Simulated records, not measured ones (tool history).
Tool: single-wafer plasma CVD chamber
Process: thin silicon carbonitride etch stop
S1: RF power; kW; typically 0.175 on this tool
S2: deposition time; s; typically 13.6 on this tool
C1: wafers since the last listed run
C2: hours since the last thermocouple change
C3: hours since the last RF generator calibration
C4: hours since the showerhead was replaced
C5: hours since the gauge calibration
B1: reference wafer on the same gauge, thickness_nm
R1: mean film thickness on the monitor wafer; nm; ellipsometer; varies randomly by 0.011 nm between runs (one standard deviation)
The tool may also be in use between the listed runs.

{"run": 1, "day": 0.0, "S1": 0.175, "S2": 13.6, "C1": 0, "C2": 1284.2, "C3": 863.6, "C4": 5561.3, "C5": 102.1, "B1": 8.45, "R1": 7.312}
{"run": 2, "day": 1.079, "S1": 0.175, "S2": 13.6, "C1": 618, "C2": 1310.1, "C3": 889.5, "C4": 5587.2, "C5": 128.0, "B1": 8.446, "R1": 7.312}
{"run": 3, "day": 2.542, "S1": 0.175, "S2": 13.6, "C1": 837, "C2": 1345.2, "C3": 924.6, "C4": 5622.3, "C5": 163.1, "B1": 8.449, "R1": 7.302}
{"run": 4, "day": 3.254, "S1": 0.175, "S2": 13.6, "C1": 408, "C2": 1362.3, "C3": 941.7, "C4": 5639.4, "C5": 180.2, "B1": 8.454, "R1": 7.315}
{"day": 3.688, "done": "gauge calibrated"}
{"run": 5, "day": 4.354, "S1": 0.175, "S2": 13.6, "C1": 630, "C2": 1388.7, "C3": 968.1, "C4": 5665.8, "C5": 16.0, "B1": 8.451, "R1": 7.308}
{"day": 5.071, "done": "thermocouple changed; heater temperature recalibrated"}
{"run": 6, "day": 5.521, "S1": 0.175, "S2": 13.6, "C1": 477, "C2": 10.8, "C3": 996.1, "C4": 5693.8, "C5": 44.0, "B1": 8.453, "R1": 7.294}
{"run": 7, "day": 6.967, "S1": 0.195, "S2": 14.6, "C1": 828, "C2": 45.5, "C3": 1030.8, "C4": 5728.5, "C5": 78.7, "B1": 8.455, "R1": 8.039}
{"day": 8.125, "done": "showerhead replaced"}
{"run": 8, "day": 8.146, "S1": 0.195, "S2": 14.6, "C1": 484, "C2": 73.8, "C3": 1059.1, "C4": 0.5, "C5": 107.0, "B1": 8.458, "R1": 8.08}
{"run": 9, "day": 9.292, "S1": 0.175, "S2": 13.6, "C1": 656, "C2": 101.3, "C3": 1086.6, "C4": 28.0, "C5": 134.5, "B1": 8.446, "R1": 7.301}
{"run": 10, "day": 9.85, "S1": 0.195, "S2": 14.5, "C1": 319, "C2": 114.7, "C3": 1100.0, "C4": 41.4, "C5": 147.9, "B1": 8.442, "R1": 8.009}

Expected results for the next run?
{"run": 11, "day": 10.625, "S1": 0.175, "S2": 13.6, "C1": 444, "C2": 133.3, "C3": 1118.6, "C4": 60.0, "C5": 166.5, "B1": "?", "R1": "?"}

B1: 8.448
R1: 7.284 nm
The same run, on a tool lacking any hidden state, would have yielded R1 7.466 nm.
